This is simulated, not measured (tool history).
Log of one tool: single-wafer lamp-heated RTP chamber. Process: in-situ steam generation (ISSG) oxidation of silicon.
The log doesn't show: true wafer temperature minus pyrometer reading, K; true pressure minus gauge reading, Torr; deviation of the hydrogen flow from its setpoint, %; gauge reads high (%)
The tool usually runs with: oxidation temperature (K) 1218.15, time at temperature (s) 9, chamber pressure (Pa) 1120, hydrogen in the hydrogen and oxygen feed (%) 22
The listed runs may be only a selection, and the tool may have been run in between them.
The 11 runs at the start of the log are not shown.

| run | hour | oxidation temperature (K) | time at temperature (s) | chamber pressure (Pa) | hydrogen in the hydrogen and oxygen feed (%) | wafers since the last listed run | wafers since the last pyrometer calibration | hours since the pressure gauge was zeroed | hours since the hydrogen flow controller was replaced | hours since the gauge calibration | read-back reference wafer on the same gauge, thickness | oxide thickness on the monitor wafer (nm) |
|---|---|---|---|---|---|---|---|---|---|---|---|---|
| 12 | 637.1 | 1212.15 | 9 | 1120 | 22 | 1695 | 1855 | 574.2 | 3636.5 | 306.8 | 3.135 | 3.606 |
|  | 680.1 | hydrogen flow controller replaced |
| 13 | 699.3 | 1218.15 | 9 | 1120 | 22 | 768 | 2623 | 636.4 | 19.2 | 369 | 3.136 | 3.64 |
| 14 | 768.1 | 1218.15 | 9 | 1120 | 22 | 975 | 3599 | 705.2 | 88 | 437.8 | 3.14 | 3.651 |
| 15 | 806.3 | 1235.15 | 8 | 1000 | 26 | 541 | 4140 | 743.4 | 126.2 | 476 | 3.146 | 3.809 |
| 16 | 861.3 | 1208.15 | 9 | 1120 | 12 | 779 | 4920 | 798.4 | 181.2 | 531 | 3.15 | 3.114 |
| 17 | 924.5 | 1218.15 | 8 | 1120 | 22 | 895 | 5816 | 861.6 | 244.4 | 594.2 | 3.16 | 3.555 |
| 18 | 973.8 | 1209.15 | 9 | 1293 | 22 | 698 | 6515 | 910.9 | 293.7 | 643.5 | 3.163 | 3.571 |
|  | 999.7 | pyrometer window cleaned and pyrometer calibrated |
| 19 | 1005.4 | 1230.15 | 9 | 1120 | 22 | 334 | 80 | 942.5 | 325.3 | 675.1 | 3.168 | 3.767 |
| 20 | 1074.8 | 1218.15 | 9 | 1120 | 29 | 983 | 1064 | 1011.9 | 394.7 | 744.5 | 3.171 | 3.974 |
| 21 | 1120 | 1203.15 | 6 | 1120 | 22 | 640 | 1705 | 1057.1 | 439.9 | 789.7 | 3.175 | 3.127 |
| 22 | 1157.4 | 1218.15 | 9 | 1120 | 26 | 530 | 2235 | 1094.5 | 477.3 | 827.1 | 3.179 | 3.855 |
| 23 | 1196.3 | 1218.15 | 9 | 1173 | 30 | 551 | 2786 | 1133.4 | 516.2 | 866 | 3.177 | 4.004 |
| 24 | 1262.6 | 1218.15 | 8 | 1120 | 18 | 939 | 3726 | 1199.7 | 582.5 | 932.3 | 3.188 | 3.366 |
| 25 | 1293 | 1198.15 | 7 | 1120 | 17 | 430 | 4157 | 1230.1 | 612.9 | 962.7 | 3.188 | 3.078 |
| 26 | 1351.1 | 1227.15 | 11 | 1120 | 13 | 823 | 4981 | 1288.2 | 671 | 1020.8 | 3.192 | 3.592 |
| 27 | 1399.1 | 1224.15 | 12 | 1040 | 22 | 680 | 5661 | 1336.2 | 719 | 1068.8 | 3.197 | 4.188 |
|  | 1428.4 | pyrometer window cleaned and pyrometer calibrated |
| 28 | 1462.8 | 1198.15 | 7 | 1120 | 17 | 789 | 487 | 1399.9 | 782.7 | 1132.5 | 3.209 | 3.111 |
| 29 | 1513.8 | 1218.15 | 9 | 1120 | 22 | 722 | 1210 | 1450.9 | 833.7 | 1183.5 | 3.205 | 3.746 |
| 30 | 1573.4 | 1218.15 | 9 | 1120 | 22 | 844 | 2055 | 1510.5 | 893.3 | 1243.1 | 3.218 | 3.719 |
| 31 | 1610.4 | 1218.15 | 9 | 1120 | 22 | 524 | 2580 | 1547.5 | 930.3 | 1280.1 | 3.217 | 3.744 |
| 32 | 1672.4 | 1228.15 | 9 | 1120 | 29 | 878 | 3459 | 1609.5 | 992.3 | 1342.1 | 3.225 | 4.115 |

3 options for the next run, each taken on its own from the tool as it stands now. Forecast them:
| A | 1672.8 | 1218.15 | 9 | 1120 | 22 | 5 | 3464 | 1609.9 | 992.7 | 1342.5 | ? | ? |
| B | 1672.8 | 1218.15 | 9 | 1293 | 22 | 5 | 3464 | 1609.9 | 992.7 | 1342.5 | ? | ? |
| C | 1672.8 | 1218.15 | 9 | 1280 | 16 | 5 | 3464 | 1609.9 | 992.7 | 1342.5 | ? | ? |

| run | read-back reference wafer on the same gauge, thickness | oxide thickness on the monitor wafer (nm) |
|---|---|---|
| A | 3.223 | 3.759 |
| B | 3.223 | 3.692 |
| C | 3.223 | 3.43 |
The same runs, with their run-to-run variation unchanged, on a tool lacking any hidden condition would have given:
| run | oxide thickness on the monitor wafer (nm) |
|---|---|
| A | 3.626 |
| B | 3.561 |
| C | 3.309 |
